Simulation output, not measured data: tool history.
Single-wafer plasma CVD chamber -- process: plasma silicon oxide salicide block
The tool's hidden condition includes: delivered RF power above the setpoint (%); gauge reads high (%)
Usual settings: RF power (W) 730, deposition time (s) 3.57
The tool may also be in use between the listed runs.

run	hour	RF power (W)	deposition time (s)	wafers since the last listed run	hours since the last RF generator calibration	hours since the showerhead was replaced	hours since the gauge calibration	read-back reference wafer on the same gauge, thickness_nm	mean film thickness on the monitor wafer (angstrom)
1	0	625	3.57	0	1320.5	6593.8	189.1	36.437	385
2	101.1	625	3.57	3083	1421.6	6694.9	290.2	36.403	389.23
3	138.6	625	3.57	1143	1459.1	6732.4	327.7	36.379	386.38
4	198.6	730	3.57	1830	1519.1	6792.4	387.7	36.335	402.17
5	250.9	730	3.57	1595	1571.4	6844.7	440	36.429	402.6
6	330.8	730	3.57	2437	1651.3	6924.6	519.9	36.423	400.89
7	413.1	730	3.57	2510	1733.6	7006.9	602.2	36.458	402.94
8	460.9	730	3.57	1458	1781.4	7054.7	650	36.407	402.46
# hour 508.9: RF generator calibrated
9	561.3	730	3.57	2818	52.4	7155.1	750.4	36.304	404.52
10	618.9	730	3.57	1756	110	7212.7	808	36.353	403.22
11	674.6	730	3.57	1699	165.7	7268.4	863.7	36.519	404.09
12	757.4	730	3.57	2525	248.5	7351.2	946.5	36.449	404.51
13	850.8	730	3.9	2848	341.9	7444.6	1039.9	36.471	440.88
14	925.6	730	3.9	2281	416.7	7519.4	1114.7	36.389	440.43
15	968.1	670	3.06	1296	459.2	7561.9	1157.2	36.315	339.31
16	1036.9	730	3.57	2098	528	7630.7	1226	36.4	403.61
17	1128.6	730	3.57	2797	619.7	7722.4	1317.7	36.467	399.83
18	1181.8	730	3.57	1622	672.9	7775.6	1370.9	36.423	405.29
19	1264	730	3.57	2507	755.1	7857.8	1453.1	36.451	399.35
20	1366.1	675	3.57	3114	857.2	7959.9	1555.2	36.423	393.65
21	1404.9	650	3.92	1183	896	7998.7	1594	36.504	429.14
# hour 1432.7: showerhead replaced
22	1500	825	3.9	2656	991.1	67.3	1689.1	36.45	456.18
# hour 1523.9: gauge calibrated
23	1569.1	730	3.57	2107	1060.2	136.4	45.2	36.434	404.4
24	1624.5	650	2.94	1689	1115.6	191.8	100.6	36.36	323.25
25	1702.2	860	3.17	2370	1193.3	269.5	178.3	36.348	374.73

Run 26 comes next. What will it give?
26	1804.4	685	4.01	3117	1295.5	371.7	280.5	?	?

read-back reference wafer on the same gauge, thickness_nm: 36.373
mean film thickness on the monitor wafer (angstrom): 448.6
With the hidden condition absent and the run-to-run variation left alone, this run would have shown mean film thickness on the monitor wafer (angstrom) 448.6.
